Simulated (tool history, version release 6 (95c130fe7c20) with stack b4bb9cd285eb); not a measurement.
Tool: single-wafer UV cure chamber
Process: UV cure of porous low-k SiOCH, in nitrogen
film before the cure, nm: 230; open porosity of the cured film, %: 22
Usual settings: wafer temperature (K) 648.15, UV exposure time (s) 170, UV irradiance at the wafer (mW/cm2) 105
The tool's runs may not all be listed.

run	hour	wafer temperature (K)	UV exposure time (s)	UV irradiance at the wafer (mW/cm2)	loss of film thickness in the cure (%)
1	0	648.15	240	105	11.051
# hour 130.7: quartz window cleaned
2	222	648.15	240	105	10.63
3	262.1	648.15	170	105	9.59
4	336.6	648.15	170	105	9.202
5	390.1	648.15	170	105	9.057
6	446	648.15	170	105	9.27
7	553.2	648.15	170	105	8.64
8	595	636.15	170	105	8.865
9	649.6	648.15	170	79	7.727
# hour 742.4: quartz window cleaned
10	742.9	648.15	170	79	7.851
11	788.1	648.15	170	79	7.34
12	859.4	653.15	170	105	8.618
13	965.9	653.15	170	105	8.144
# hour 1020.7: UV bulbs replaced
14	1026.7	648.15	170	105	10.048
15	1067.6	648.15	170	105	10.014
# hour 1265.9: quartz window cleaned
16	1283	648.15	170	105	10.014
17	1384.3	648.15	170	105	9.631
18	1496.3	630.15	170	77	7.847
19	1552.6	635.15	170	132	10.18
20	1632.3	648.15	170	105	9.407
21	1670.5	648.15	170	105	9.381
# hour 1745.9: quartz window cleaned
22	1746.4	636.15	255	87	9.911
23	1848.6	648.15	170	105	9.112
24	1899.1	648.15	170	105	8.917
25	1967.3	648.15	110	105	6.973
26	2005.1	648.15	140	136	9.02
27	2090.2	657.15	170	92	8.276
# hour 2136.7: UV bulbs replaced
28	2180.5	635.15	110	66	6.14
# hour 2210.3: quartz window cleaned
29	2224.7	630.15	265	105	11.975
30	2331.6	642.15	95	122	8.031
31	2415.6	639.15	265	105	11.427
32	2506.9	648.15	170	105	9.856
33	2593.2	640.15	115	118	8.24
# hour 2680.5: quartz window cleaned
34	2682.7	648.15	170	105	9.652

Measured less the same run without the tool's hidden state. The same run-to-run variation is in both; the gauge's scatter may not be:
The hidden state here: lamp output below its setpoint, %; transmission lost against a clean window, %.
run	loss of film thickness in the cure (%)
1	-0.528
2	-0.822
3	-0.885
4	-0.963
5	-1.031
6	-1.147
7	-1.244
8	-1.373
9	-1.408
10	-1.61
11	-1.591
12	-1.799
13	-1.918
14	-0.218
15	-0.269
16	-0.555
17	-0.676
18	-0.79
19	-0.929
20	-1.034
21	-1.093
22	-1.222
23	-1.366
24	-1.428
25	-1.45
26	-1.61
27	-1.735
28	-0.131
29	-0.218
30	-0.318
31	-0.455
32	-0.566
33	-0.643
34	-0.808
